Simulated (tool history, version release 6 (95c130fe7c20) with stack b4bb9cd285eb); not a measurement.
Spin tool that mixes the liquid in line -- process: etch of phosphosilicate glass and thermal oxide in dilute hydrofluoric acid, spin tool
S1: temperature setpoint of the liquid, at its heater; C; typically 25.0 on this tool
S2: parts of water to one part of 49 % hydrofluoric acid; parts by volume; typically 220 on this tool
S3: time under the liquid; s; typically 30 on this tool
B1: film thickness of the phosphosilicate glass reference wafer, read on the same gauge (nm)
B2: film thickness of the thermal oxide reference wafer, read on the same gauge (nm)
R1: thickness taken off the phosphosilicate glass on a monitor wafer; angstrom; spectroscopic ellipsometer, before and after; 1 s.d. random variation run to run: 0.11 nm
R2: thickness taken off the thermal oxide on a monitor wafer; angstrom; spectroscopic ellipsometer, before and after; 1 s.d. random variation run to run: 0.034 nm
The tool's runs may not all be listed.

Run 1, day 0.000: usual settings but S1 21.5 C, S3 20 s; B1 149.98; B2 59.988. Result: R1 101.0 angstrom, R2 4.11 angstrom.
Run 2, day 0.642: usual settings but S1 21.5 C, S3 20 s; B1 150.03; B2 60.006. Result: R1 102.3 angstrom, R2 4.04 angstrom.
Run 3, day 1.383: usual settings; B1 149.99; B2 60.004. Result: R1 172.4 angstrom, R2 6.88 angstrom.
Run 4, day 2.021: usual settings; B1 150.01; B2 59.972. Result: R1 174.3 angstrom, R2 7.13 angstrom.
At day 2.321: thermometer replaced.
Run 5, day 2.658: usual settings; B1 150.02; B2 59.985. Result: R1 183.1 angstrom, R2 7.65 angstrom.
Run 6, day 3.362: usual settings; B1 150.00; B2 59.974. Result: R1 183.0 angstrom, R2 7.45 angstrom.
Run 7, day 4.054: usual settings; B1 150.01; B2 59.991. Result: R1 183.2 angstrom, R2 7.18 angstrom.
Run 8, day 4.350: usual settings; B1 149.99; B2 59.977. Result: R1 181.4 angstrom, R2 7.99 angstrom.
At day 4.804: thermometer replaced, repeated, since the last time left the tool worse.
Run 9, day 4.971: usual settings; B1 149.98; B2 59.995. Result: R1 163.5 angstrom, R2 6.93 angstrom.
At day 5.738: hydrofluoric acid flow meter replaced.
Run 10, day 5.983: usual settings; B1 150.03; B2 60.029. Result: R1 164.7 angstrom, R2 7.13 angstrom.
Run 11, day 6.258: usual settings; B1 150.02; B2 59.988. Result: R1 164.4 angstrom, R2 6.93 angstrom.
Run 12, day 6.892: usual settings but S1 21.5 C, S2 295 parts by volume; B1 150.00; B2 59.990. Result: R1 99.5 angstrom, R2 4.26 angstrom.
Run 13, day 7.250: usual settings but S1 30.0 C, S2 135 parts by volume, S3 25 s; B1 149.99; B2 60.020. Result: R1 295.4 angstrom, R2 13.21 angstrom.
Run 14, day 7.988: usual settings but S1 27.0 C, S3 15 s; B1 150.02; B2 60.005. Result: R1 88.8 angstrom, R2 3.88 angstrom.
Run 15, day 8.267: usual settings but S1 20.5 C; B1 149.99; B2 60.010. Result: R1 138.8 angstrom, R2 5.64 angstrom.
Run 16, day 8.862: usual settings but S1 22.5 C, S2 265 parts by volume; B1 150.01; B2 60.020. Result: R1 118.9 angstrom, R2 5.56 angstrom.
Run 17, day 9.554: usual settings but S1 29.0 C, S2 120 parts by volume, S3 15 s; B1 150.02; B2 59.971. Result: R1 196.3 angstrom, R2 8.61 angstrom.
At day 10.167: gauge calibrated.
Run 18, day 10.242: usual settings; B1 149.99; B2 60.011. Result: R1 166.3 angstrom, R2 6.87 angstrom.
Run 19, day 10.550: usual settings but S2 135 parts by volume; B1 149.97; B2 59.989. Result: R1 294.7 angstrom, R2 11.17 angstrom.
Run 20, day 11.125: usual settings but S1 29.5 C, S2 155 parts by volume, S3 40 s; B1 150.01; B2 60.015. Result: R1 395.0 angstrom, R2 16.14 angstrom.
Run 21, day 11.396: usual settings but S2 160 parts by volume; B1 150.01; B2 60.014. Result: R1 243.8 angstrom, R2 10.17 angstrom.
Run 22, day 12.017: usual settings but S2 250 parts by volume, S3 15 s; B1 150.01; B2 59.994. Result: R1 70.6 angstrom, R2 2.72 angstrom.
Run 23, day 12.642: usual settings but S1 28.0 C; B1 150.00; B2 60.016. Result: R1 183.5 angstrom, R2 8.04 angstrom.
Run 24, day 13.262: usual settings; B1 149.98; B2 60.011. Result: R1 166.9 angstrom, R2 6.67 angstrom.
Run 25, day 13.650: usual settings; B1 149.99; B2 60.013. Result: R1 166.1 angstrom, R2 6.50 angstrom.

Table of differences, measured result less the result of that run with no hidden state. Run-to-run variation is the same in both. Gauge scatter possibly is not:
Hidden state present: liquid hotter than its thermometer reads (K); hydrofluoric acid flow above the setpoint (%); gauge reads high (%).
run     R1     R2
  1   +6.5  +0.27
  2   +6.7  +0.27
  3  +11.0  +0.44
  4  +11.3  +0.46
  5  +19.3  +0.80
  6  +19.5  +0.79
  7  +19.7  +0.77
  8  +19.6  +0.87
  9   +1.2  +0.04
 10   +1.5  +0.06
 11   +1.5  +0.07
 12   +1.0  +0.05
 13   +3.2  +0.14
 14   +1.0  +0.05
 15   +1.8  +0.07
 16   +1.6  +0.07
 17   +2.9  +0.13
 18   +2.6  +0.10
 19   +5.2  +0.19
 20   +6.7  +0.27
 21   +4.5  +0.19
 22   +1.3  +0.05
 23   +3.5  +0.15
 24   +3.5  +0.14
 25   +3.6  +0.14
